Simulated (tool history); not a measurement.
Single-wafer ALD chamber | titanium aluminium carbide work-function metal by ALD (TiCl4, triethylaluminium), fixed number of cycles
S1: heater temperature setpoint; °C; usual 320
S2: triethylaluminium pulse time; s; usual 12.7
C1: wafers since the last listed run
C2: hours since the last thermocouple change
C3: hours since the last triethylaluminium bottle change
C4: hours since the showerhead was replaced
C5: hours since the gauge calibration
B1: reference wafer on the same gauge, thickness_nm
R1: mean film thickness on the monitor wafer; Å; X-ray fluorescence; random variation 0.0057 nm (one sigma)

| run | hour | S1 | S2 | C1 | C2 | C3 | C4 | C5 | B1 | R1 |
|---|---|---|---|---|---|---|---|---|---|---|
| 1 | 0 | 317 | 16.38 | 0 | 648.3 | 1275.3 | 7187.3 | 871.6 | 2.188 | 22.55 |
|  | 33 | triethylaluminium bottle replaced |
| 2 | 89.6 | 317 | 16.38 | 1370 | 737.9 | 56.6 | 7276.9 | 961.2 | 2.193 | 22.7 |
| 3 | 152.7 | 317 | 16.38 | 1059 | 801 | 119.7 | 7340 | 1024.3 | 2.191 | 22.69 |
| 4 | 227.7 | 320 | 12.7 | 1259 | 876 | 194.7 | 7415 | 1099.3 | 2.189 | 22.76 |
| 5 | 329.2 | 320 | 12.7 | 1704 | 977.5 | 296.2 | 7516.5 | 1200.8 | 2.193 | 22.76 |
| 6 | 381.9 | 320 | 12.7 | 885 | 1030.2 | 348.9 | 7569.2 | 1253.5 | 2.189 | 22.76 |
| 7 | 430.5 | 320 | 12.7 | 816 | 1078.8 | 397.5 | 7617.8 | 1302.1 | 2.189 | 22.81 |
| 8 | 491.8 | 320 | 12.7 | 1029 | 1140.1 | 458.8 | 7679.1 | 1363.4 | 2.191 | 22.81 |
| 9 | 540.8 | 314 | 14.33 | 822 | 1189.1 | 507.8 | 7728.1 | 1412.4 | 2.19 | 22.24 |
| 10 | 600.1 | 320 | 12.7 | 995 | 1248.4 | 567.1 | 7787.4 | 1471.7 | 2.189 | 22.76 |
|  | 610.2 | gauge calibrated |
| 11 | 699.6 | 323 | 12.7 | 1671 | 1347.9 | 666.6 | 7886.9 | 89.4 | 2.19 | 23.15 |
|  | 745.2 | showerhead replaced |
| 12 | 798.2 | 323 | 12.7 | 1521 | 1446.5 | 765.2 | 53 | 188 | 2.191 | 22.95 |
|  | 834.2 | thermocouple changed; heater temperature recalibrated |
| 13 | 900.6 | 323 | 12.7 | 1585 | 66.4 | 867.6 | 155.4 | 290.4 | 2.19 | 22.99 |
| 14 | 945.6 | 333 | 9.03 | 755 | 111.4 | 912.6 | 200.4 | 335.4 | 2.192 | 22.96 |
| 15 | 1014.3 | 314 | 10.18 | 1153 | 180.1 | 981.3 | 269.1 | 404.1 | 2.19 | 21.59 |
| 16 | 1085.5 | 328 | 8.06 | 1195 | 251.3 | 1052.5 | 340.3 | 475.3 | 2.191 | 21.94 |
| 17 | 1186.2 | 320 | 12.7 | 1691 | 352 | 1153.2 | 441 | 576 | 2.193 | 22.54 |
| 18 | 1240.2 | 320 | 10.18 | 906 | 406 | 1207.2 | 495 | 630 | 2.189 | 22 |
|  | 1324 | triethylaluminium bottle replaced |
| 19 | 1334.3 | 320 | 12.7 | 1446 | 500.1 | 10.3 | 589.1 | 724.1 | 2.192 | 22.82 |
| 20 | 1380.3 | 310 | 16.6 | 772 | 546.1 | 56.3 | 635.1 | 770.1 | 2.189 | 21.93 |
| 21 | 1484.4 | 320 | 8.52 | 1748 | 650.2 | 160.4 | 739.2 | 874.2 | 2.191 | 21.78 |
| 22 | 1523.7 | 309 | 10.32 | 660 | 689.5 | 199.7 | 778.5 | 913.5 | 2.188 | 21.32 |
| 23 | 1571.7 | 333 | 17.13 | 806 | 737.5 | 247.7 | 826.5 | 961.5 | 2.193 | 24.32 |
| 24 | 1645.9 | 320 | 12.7 | 1246 | 811.7 | 321.9 | 900.7 | 1035.7 | 2.191 | 22.77 |
| 25 | 1705.6 | 320 | 12.7 | 1002 | 871.4 | 381.6 | 960.4 | 1095.4 | 2.19 | 22.85 |
| 26 | 1772.7 | 320 | 10.18 | 1126 | 938.5 | 448.7 | 1027.5 | 1162.5 | 2.19 | 22.27 |
| 27 | 1855.5 | 314 | 12.7 | 1390 | 1021.3 | 531.5 | 1110.3 | 1245.3 | 2.192 | 22.06 |

4 ways to go on from here, each from the tool as it stands after run 27. What would each give?
| A | 1855.9 | 320 | 12.7 | 6 | 1021.7 | 531.9 | 1110.7 | 1245.7 | ? | ? |
| B | 1855.9 | 328 | 16.79 | 6 | 1021.7 | 531.9 | 1110.7 | 1245.7 | ? | ? |
| C | 1855.9 | 333 | 9.26 | 6 | 1021.7 | 531.9 | 1110.7 | 1245.7 | ? | ? |
| D | 1855.9 | 328 | 8.93 | 6 | 1021.7 | 531.9 | 1110.7 | 1245.7 | ? | ? |

| run | B1 | R1 |
|---|---|---|
| A | 2.189 | 22.78 |
| B | 2.189 | 23.88 |
| C | 2.189 | 23.39 |
| D | 2.189 | 22.75 |
Without the tool's hidden state the same runs would have given:
| run | R1 |
|---|---|
| A | 22.82 |
| B | 23.89 |
| C | 23.5 |
| D | 22.86 |
